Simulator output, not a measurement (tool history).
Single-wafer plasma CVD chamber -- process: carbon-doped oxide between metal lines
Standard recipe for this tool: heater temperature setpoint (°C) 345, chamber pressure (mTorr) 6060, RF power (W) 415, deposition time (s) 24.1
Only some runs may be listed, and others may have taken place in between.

run    hour  heater temperature setpoint (°C)  chamber pressure (mTorr)  RF power (W)  deposition time (s)  read-back reference wafer on the same gauge, thickness_nm  mean film thickness on the monitor wafer (Å)
  1     0.0                               345                      6060           415                 24.1                                                    118.856                                       1195.55
  2   109.9                               338                      6060           415                 24.1                                                    118.930                                       1233.02
  3   169.1                               342                      6550           415                 24.1                                                    119.212                                       1202.47
  4   210.7                               345                      6060           415                 24.1                                                    118.893                                       1190.26
  5   253.6                               345                      6060           415                 24.1                                                    119.089                                       1197.57
  6   309.7                               345                      6060           415                 24.1                                                    119.078                                       1196.03
  7   336.4                               345                      6060           390                 24.1                                                    119.185                                       1154.97
  8   377.6                               345                      6060           390                 24.1                                                    118.961                                       1159.86
  9   433.5                               345                      6060           390                 24.1                                                    118.755                                       1160.02
 10   489.4                               345                      6060           415                 24.1                                                    118.776                                       1199.30
 11   557.5                               345                      6060           415                 24.1                                                    118.680                                       1193.32
 12   618.0                               334                      6060           415                 24.1                                                    118.906                                       1244.19
 13   657.9                               345                      6060           415                 22.4                                                    119.046                                       1113.21
 14   697.5                               345                      6060           415                 21.4                                                    119.182                                       1062.41
 15   726.1                               345                      4600           415                 19.8                                                    119.093                                        948.97
 16   751.5                               355                      4870           340                 24.1                                                    118.961                                       1026.85
 17   781.7                               339                      6750           415                 24.1                                                    118.899                                       1220.36
 18   845.4                               345                      7060           415                 21.8                                                    118.747                                       1101.68
 19  1004.0                               345                      6960           465                 24.1                                                    119.001                                       1286.17
 20  1035.5                               345                      6060           415                 24.1                                                    119.148                                       1197.51
 21  1060.8                               345                      6060           415                 24.1                                                    118.988                                       1200.22
 22  1116.3                               345                      7410           475                 24.1                                                    119.045                                       1310.04
 23  1169.3                               359                      6660           445                 19.6                                                    119.024                                        976.73

Missing from the log above: 6 entries noted between runs. For each, name the pair of listed runs it sits between and say how the tool's hidden condition differs from the listed run just before to the listed run just after:
Runs 7 to 8: capacitance manometer re-zeroed and calibrated (hour 373.8)
  nothing in the hidden state changes from one run to the other
Runs 9 to 10: showerhead replaced (hour 477.5)
  nothing in the hidden state changes from one run to the other
Runs 10 to 11: gauge calibrated (hour 492.0); RF generator calibrated (hour 531.1)
  nothing in the hidden state changes from one run to the other
Runs 11 to 12: thermocouple changed; heater temperature recalibrated (hour 572.1)
  nothing in the hidden state changes from one run to the other
Runs 21 to 22: gauge calibrated (hour 1113.2)
  nothing in the hidden state changes from one run to the other

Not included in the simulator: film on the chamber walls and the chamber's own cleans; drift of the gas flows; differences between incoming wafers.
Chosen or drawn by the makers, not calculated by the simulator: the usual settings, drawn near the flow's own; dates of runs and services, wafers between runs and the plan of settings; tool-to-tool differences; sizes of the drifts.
